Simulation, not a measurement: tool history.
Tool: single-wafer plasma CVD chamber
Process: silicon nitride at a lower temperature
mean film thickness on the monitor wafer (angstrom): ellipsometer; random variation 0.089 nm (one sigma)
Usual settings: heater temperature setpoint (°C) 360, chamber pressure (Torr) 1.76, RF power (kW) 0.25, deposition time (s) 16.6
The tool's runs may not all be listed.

| run | hour | heater temperature setpoint (°C) | chamber pressure (Torr) | RF power (kW) | deposition time (s) | read-back reference wafer on the same gauge, thickness_nm | mean film thickness on the monitor wafer (angstrom) |
|---|---|---|---|---|---|---|---|
| 1 | 0 | 360 | 1.76 | 0.25 | 16.6 | 20.834 | 194.24 |
|  | 24.4 | RF generator calibrated |
| 2 | 24.9 | 360 | 1.76 | 0.25 | 16.6 | 20.837 | 194.45 |
| 3 | 48.9 | 360 | 1.76 | 0.25 | 16.6 | 20.848 | 193.9 |
| 4 | 61.7 | 360 | 1.76 | 0.25 | 16.6 | 20.898 | 194.5 |
| 5 | 80.7 | 360 | 1.76 | 0.25 | 16.6 | 20.912 | 193.73 |
| 6 | 110.1 | 364 | 1.32 | 0.225 | 13.3 | 20.921 | 122.73 |
| 7 | 129.2 | 349 | 2.09 | 0.29 | 16.6 | 20.904 | 233.13 |
| 8 | 155.9 | 360 | 1.76 | 0.25 | 16.6 | 20.956 | 194.64 |
|  | 189.2 | thermocouple changed; heater temperature recalibrated |
| 9 | 189.7 | 360 | 1.76 | 0.25 | 16.6 | 20.974 | 195.45 |
| 10 | 219.8 | 354 | 1.76 | 0.205 | 14.6 | 20.958 | 148.19 |
| 11 | 244.3 | 360 | 1.76 | 0.25 | 16.6 | 20.985 | 196.77 |
|  | 268.8 | capacitance manometer re-zeroed and calibrated |
| 12 | 286.7 | 360 | 1.76 | 0.25 | 16.6 | 20.994 | 195.78 |
| 13 | 330.3 | 353 | 1.76 | 0.235 | 15.4 | 21.009 | 173.84 |
| 14 | 343.2 | 360 | 1.76 | 0.25 | 16.6 | 20.996 | 195.87 |
|  | 360.3 | showerhead replaced |
| 15 | 432.1 | 347 | 1.59 | 0.265 | 15.6 | 21.028 | 183.96 |
| 16 | 464 | 360 | 1.76 | 0.265 | 16.6 | 21.065 | 205.36 |
| 17 | 485.7 | 347 | 2 | 0.25 | 16.6 | 21.037 | 208.51 |
| 18 | 504.4 | 360 | 1.76 | 0.25 | 16.6 | 21.057 | 194.43 |
|  | 515.1 | gauge calibrated |
| 19 | 526.8 | 351 | 1.32 | 0.25 | 18.1 | 20.343 | 177.48 |
| 20 | 546.8 | 353 | 2.02 | 0.285 | 19.8 | 20.397 | 263.84 |
| 21 | 571.9 | 346 | 1.76 | 0.25 | 16.6 | 20.411 | 191.53 |
| 22 | 591 | 360 | 1.76 | 0.25 | 16.6 | 20.492 | 189.32 |
| 23 | 619.9 | 347 | 1.76 | 0.25 | 16.6 | 20.516 | 192.24 |
| 24 | 697.1 | 360 | 1.76 | 0.25 | 16.6 | 20.651 | 192.8 |
| 25 | 713 | 360 | 1.76 | 0.25 | 16.6 | 20.664 | 193.2 |
| 26 | 812.9 | 373 | 1.76 | 0.265 | 18.6 | 20.772 | 222.2 |
| 27 | 840.5 | 372 | 1.76 | 0.225 | 16.6 | 20.808 | 178.21 |
| 28 | 871.5 | 360 | 1.76 | 0.235 | 16.6 | 20.87 | 187 |
| 29 | 884.1 | 360 | 1.35 | 0.25 | 16.6 | 20.855 | 167.46 |

Forecast each of these 4 alternatives for the next run:
| A | 884.5 | 360 | 1.76 | 0.25 | 16.6 | ? | ? |
| B | 884.5 | 370 | 1.76 | 0.2 | 17.7 | ? | ? |
| C | 884.5 | 354 | 1.39 | 0.235 | 13.4 | ? | ? |
| D | 884.5 | 360 | 1.76 | 0.25 | 13.3 | ? | ? |

| run | read-back reference wafer on the same gauge, thickness_nm | mean film thickness on the monitor wafer (angstrom) |
|---|---|---|
| A | 20.824 | 193.81 |
| B | 20.824 | 173.86 |
| C | 20.824 | 132.23 |
| D | 20.824 | 155.35 |
Without the tool's hidden state the same runs would have given:
| run | mean film thickness on the monitor wafer (angstrom) |
|---|---|
| A | 189.78 |
| B | 170.25 |
| C | 129.48 |
| D | 152.12 |
